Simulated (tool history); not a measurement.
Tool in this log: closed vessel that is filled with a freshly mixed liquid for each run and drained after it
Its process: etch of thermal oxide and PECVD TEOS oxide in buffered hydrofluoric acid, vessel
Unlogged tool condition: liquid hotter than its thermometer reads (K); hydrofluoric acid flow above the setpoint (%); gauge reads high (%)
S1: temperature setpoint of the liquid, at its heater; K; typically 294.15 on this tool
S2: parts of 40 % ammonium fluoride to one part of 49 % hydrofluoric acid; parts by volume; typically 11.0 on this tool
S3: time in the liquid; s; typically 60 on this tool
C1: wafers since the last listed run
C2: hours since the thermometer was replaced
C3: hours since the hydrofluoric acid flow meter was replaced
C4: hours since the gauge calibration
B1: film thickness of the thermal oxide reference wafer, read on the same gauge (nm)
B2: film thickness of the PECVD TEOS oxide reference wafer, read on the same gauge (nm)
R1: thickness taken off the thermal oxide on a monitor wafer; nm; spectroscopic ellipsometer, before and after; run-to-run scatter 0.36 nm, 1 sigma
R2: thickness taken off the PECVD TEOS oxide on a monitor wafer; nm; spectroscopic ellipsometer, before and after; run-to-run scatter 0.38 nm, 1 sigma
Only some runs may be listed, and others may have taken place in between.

run     day      S1    S2  S3    C1      C2      C3     C4     B1      B2      R1      R2
  1   0.000  294.15   8.5  60     0  1186.6  2441.0  442.8  40.00  150.02   71.61  165.20
  2   1.117  294.15   8.5  60  2683  1213.4  2467.8  469.6  40.00  150.05   71.54  164.05
  3   2.533  294.15  13.0  60  3403  1247.4  2501.8  503.6  40.02  150.00   48.61  112.28
  4   3.800  294.15  13.0  60  3043  1277.8  2532.2  534.0  40.00  150.02   48.38  113.02
  5   4.812  292.65  11.0  60  2432  1302.1  2556.5  558.3  40.00  150.01   52.74  122.71
      5.175  -- gauge calibrated
  6   6.258  292.65  11.0  60  3473  1336.8  2591.2   26.0  40.01  149.99   52.36  123.16
  7   7.608  294.15  11.0  60  3243  1369.2  2623.6   58.4  40.02  150.01   57.66  134.95
  8   8.233  294.15   8.5  45  1501  1384.2  2638.6   73.4  40.02  149.99   53.71  125.36
  9   9.462  298.15   9.5  80  2953  1413.7  2668.1  102.9  39.99  149.99  108.64  252.11
     10.171  -- hydrofluoric acid flow meter replaced
 10  10.458  294.15  11.0  60  2292  1437.6     6.9  126.8  40.01  149.98   57.71  134.91
 11  11.362  294.15  11.0  60  2172  1459.3    28.6  148.5  40.00  150.01   57.88  135.12
 12  12.000  298.65  11.0  85  1531  1474.6    43.9  163.8  40.00  149.98  105.05  245.82
     12.812  -- thermometer replaced
 13  13.129  294.15  11.0  80  2612     7.6    71.0  190.9  40.00  150.00   69.19  161.87
 14  14.346  298.15  11.0  90  2923    36.8   100.2  220.1  39.98  149.98   97.27  227.29
 15  15.108  294.15  11.0  60  1832    55.1   118.5  238.4  39.99  150.01   52.61  121.55
 16  16.562  296.65   8.0  85  3493    90.0   153.4  273.3  39.99  149.98  114.17  264.86
 17  17.358  294.15  14.0  60  1912   109.1   172.5  292.4  39.98  150.00   41.16   97.33
 18  17.900  294.15  11.0  60  1301   122.1   185.5  305.4  40.01  150.04   53.44  121.94
 19  19.050  296.15  11.0  60  2763   149.7   213.1  333.0  40.00  149.99   59.14  136.43
 20  19.879  294.15  11.0  60  1992   169.6   233.0  352.9  39.98  149.99   52.54  122.36
 21  20.488  294.15   6.5  60  1461   184.2   247.6  367.5  40.00  149.97   86.77  201.13
 22  21.117  297.15  13.0  30  1511   199.3   262.7  382.6  40.00  150.01   26.53   61.54
 23  21.871  294.15  14.5  45  1812   217.4   280.8  400.7  40.02  150.00   30.48   70.63
 24  22.404  294.15  11.0  60  1281   230.2   293.6  413.5  40.00  150.03   53.33  123.43
 25  24.958  294.15  13.5  60  6136   291.5   354.9  474.8  40.01  149.95   43.45  101.71
 26  26.179  297.15  11.0  70  2933   320.8   384.2  504.1  39.99  150.00   72.97  170.67

Some steps in R1 between neighbouring runs. How much of each would the tool show without its hidden state too (settings, what came in, random variation), and how much is left for the hidden state, with any gauge scatter that isn't in both results?
Run 8 -> 9: S1 294.15 -> 298.15, S2 8.5 -> 9.5, S3 45 -> 80. R1 +54.93 nm: hidden state +5.89, all else +49.04.
Run 12 -> 13: S1 298.65 -> 294.15, S3 85 -> 80, thermometer replaced. R1 -35.86 nm: hidden state -10.86, all else -25.00.
Run 15 -> 16: S1 294.15 -> 296.65, S2 11.0 -> 8.0, S3 60 -> 85. R1 +61.56 nm: hidden state +1.29, all else +60.27.
Run 16 -> 17: S1 296.65 -> 294.15, S2 8.0 -> 14.0, S3 85 -> 60. R1 -73.01 nm: hidden state -1.30, all else -71.71.

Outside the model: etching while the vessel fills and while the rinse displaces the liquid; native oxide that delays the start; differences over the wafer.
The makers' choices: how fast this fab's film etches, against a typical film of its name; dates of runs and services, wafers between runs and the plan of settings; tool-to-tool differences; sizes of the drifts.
